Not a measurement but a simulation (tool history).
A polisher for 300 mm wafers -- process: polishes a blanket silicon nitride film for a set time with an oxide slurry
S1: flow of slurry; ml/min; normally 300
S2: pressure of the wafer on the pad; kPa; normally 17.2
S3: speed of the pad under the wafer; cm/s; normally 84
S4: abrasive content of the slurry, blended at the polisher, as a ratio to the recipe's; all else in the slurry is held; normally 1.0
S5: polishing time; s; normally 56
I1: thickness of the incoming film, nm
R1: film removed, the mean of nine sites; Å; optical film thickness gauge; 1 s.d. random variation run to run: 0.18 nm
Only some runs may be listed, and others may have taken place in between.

| run | hour | S1 | S2 | S3 | S4 | S5 | I1 | R1 |
|---|---|---|---|---|---|---|---|---|
| 1 | 0.0 | 300 | 17.2 | 108 | 1.0 | 40 | 586.7 | 180 |
| 2 | 16.9 | 300 | 21.4 | 84 | 1.0 | 56 | 598.4 | 245 |
|  | 25.8 | worn pad replaced by a new one |
| 3 | 31.0 | 300 | 21.4 | 84 | 1.0 | 56 | 607.7 | 245 |
| 4 | 38.2 | 300 | 21.4 | 84 | 1.0 | 56 | 593.3 | 240 |
| 5 | 49.1 | 300 | 17.2 | 98 | 1.0 | 56 | 608.4 | 235 |
| 6 | 65.4 | 300 | 17.2 | 98 | 1.0 | 56 | 604.8 | 238 |
| 7 | 76.1 | 300 | 17.2 | 98 | 1.0 | 56 | 596.1 | 235 |
|  | 78.1 | slurry nozzle cleaned |
| 8 | 83.5 | 300 | 17.2 | 68 | 1.0 | 56 | 596.1 | 172 |
| 9 | 111.7 | 300 | 21.4 | 84 | 1.0 | 56 | 596.0 | 242 |
|  | 116.0 | worn pad replaced by a new one |
|  | 125.3 | slurry blender recalibrated |
| 10 | 127.0 | 300 | 20.7 | 100 | 1.0 | 56 | 600.4 | 272 |
| 11 | 137.6 | 300 | 21.4 | 84 | 1.0 | 56 | 588.6 | 241 |
|  | 140.2 | head pressure recalibrated |
| 12 | 151.4 | 215 | 17.2 | 84 | 1.0 | 56 | 598.4 | 204 |
| 13 | 164.7 | 340 | 21.4 | 84 | 1.0 | 65 | 606.1 | 284 |
| 14 | 175.2 | 300 | 14.5 | 84 | 1.1 | 72 | 608.0 | 247 |
|  | 191.6 | worn pad replaced by a new one |
| 15 | 192.1 | 220 | 17.2 | 84 | 1.0 | 56 | 592.1 | 203 |
|  | 196.8 | conditioning disc replaced and pad reconditioned |
| 16 | 197.9 | 300 | 18.6 | 84 | 1.0 | 41 | 608.1 | 160 |
| 17 | 204.3 | 255 | 11.0 | 84 | 1.0 | 73 | 598.9 | 194 |
| 18 | 212.4 | 365 | 17.2 | 84 | 1.0 | 56 | 596.4 | 212 |
| 19 | 225.4 | 300 | 22.1 | 76 | 1.0 | 75 | 603.6 | 312 |
| 20 | 233.3 | 300 | 21.4 | 84 | 1.0 | 56 | 595.5 | 247 |
| 21 | 251.1 | 300 | 17.2 | 84 | 1.0 | 68 | 606.9 | 249 |
| 22 | 262.6 | 300 | 12.4 | 84 | 1.0 | 56 | 609.9 | 164 |
| 23 | 271.3 | 360 | 17.2 | 84 | 1.0 | 56 | 601.4 | 209 |
|  | 278.1 | worn pad replaced by a new one |
| 24 | 284.3 | 300 | 17.2 | 84 | 1.0 | 56 | 597.4 | 205 |
| 25 | 291.1 | 300 | 17.2 | 84 | 1.0 | 56 | 608.7 | 206 |

Here are 5 independent what-if runs from the current tool condition. What would each one return?
| A | 291.5 | 300 | 17.2 | 84 | 1.0 | 56 | 613.0 | ? |
| B | 291.5 | 300 | 17.2 | 98 | 1.0 | 75 | 613.0 | ? |
| C | 291.5 | 390 | 20.7 | 94 | 1.0 | 49 | 613.0 | ? |
| D | 291.5 | 300 | 12.4 | 104 | 1.3 | 71 | 613.0 | ? |
| E | 291.5 | 300 | 17.2 | 84 | 1.0 | 48 | 613.0 | ? |

| run | R1 |
|---|---|
| A | 206 |
| B | 312 |
| C | 229 |
| D | 278 |
| E | 177 |
Without the tool's unlogged condition, the same runs would have read:
| run | R1 |
|---|---|
| A | 206 |
| B | 312 |
| C | 229 |
| D | 278 |
| E | 177 |

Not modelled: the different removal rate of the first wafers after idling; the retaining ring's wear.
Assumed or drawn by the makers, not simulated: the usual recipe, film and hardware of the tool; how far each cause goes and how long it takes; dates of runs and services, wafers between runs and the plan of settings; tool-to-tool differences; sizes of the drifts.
